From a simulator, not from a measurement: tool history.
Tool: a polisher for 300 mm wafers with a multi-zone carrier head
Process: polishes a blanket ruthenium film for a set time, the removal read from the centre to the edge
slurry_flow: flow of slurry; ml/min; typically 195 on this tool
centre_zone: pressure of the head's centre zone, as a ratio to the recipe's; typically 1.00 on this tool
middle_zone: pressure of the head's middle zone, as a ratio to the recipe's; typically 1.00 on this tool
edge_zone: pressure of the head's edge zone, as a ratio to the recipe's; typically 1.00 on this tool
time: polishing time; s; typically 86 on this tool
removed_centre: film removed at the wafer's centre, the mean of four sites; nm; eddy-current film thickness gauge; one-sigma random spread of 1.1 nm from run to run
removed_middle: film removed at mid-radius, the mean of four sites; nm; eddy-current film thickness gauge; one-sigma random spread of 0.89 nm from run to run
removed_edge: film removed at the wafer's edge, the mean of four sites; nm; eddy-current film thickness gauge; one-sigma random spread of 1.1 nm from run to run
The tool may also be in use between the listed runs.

run,day,slurry_flow,centre_zone,middle_zone,edge_zone,time,"incoming thickness of the incoming film, nm",removed_centre,removed_middle,removed_edge
1,0.000,195,1.00,1.07,1.00,86,464.5,93.7,98.9,95.2
2,1.550,195,1.00,1.07,1.00,86,464.2,93.7,99.3,93.1
# day 1.646: edge zone pressure recalibrated
3,3.467,195,1.00,1.07,1.00,86,461.8,93.3,100.6,94.3
4,4.521,195,1.00,1.00,1.00,86,463.3,95.1,92.7,94.5
5,5.683,195,1.00,1.00,1.00,86,469.4,91.5,92.4,94.7
# day 7.408: worn pad replaced by a new one
6,8.267,195,1.00,1.00,1.00,86,458.5,93.4,92.4,91.9
7,10.358,240,0.93,1.00,1.00,86,464.6,87.3,96.6,93.7
8,11.733,240,0.93,1.00,1.00,86,459.7,89.5,95.1,95.0
# day 11.833: slurry nozzle cleaned
9,14.292,195,1.00,1.00,1.00,86,465.5,94.8,93.6,94.1
# day 16.442: worn pad replaced by a new one
# day 18.754: edge zone pressure recalibrated
10,21.612,195,1.00,1.00,1.00,86,464.6,91.7,92.5,91.7
11,24.538,195,1.00,0.92,1.00,86,459.8,92.2,85.7,94.1
12,25.675,195,1.00,1.00,1.00,86,461.5,93.8,93.4,93.8
# day 26.292: worn pad replaced by a new one
# day 26.729: slurry nozzle cleaned
13,28.154,260,1.00,1.00,0.90,86,452.6,96.1,97.1,91.2

What will run 14 give?
14,29.700,195,1.00,1.00,1.05,86,453.4,?,?,?

{"run 14": {"removed_centre": 93.0, "removed_middle": 93.5, "removed_edge": 95.5}}
If the tool had no hidden condition, the same run with the same run-to-run variation would have returned removed_centre 93.0 nm, removed_middle 93.5 nm, removed_edge 95.5 nm.
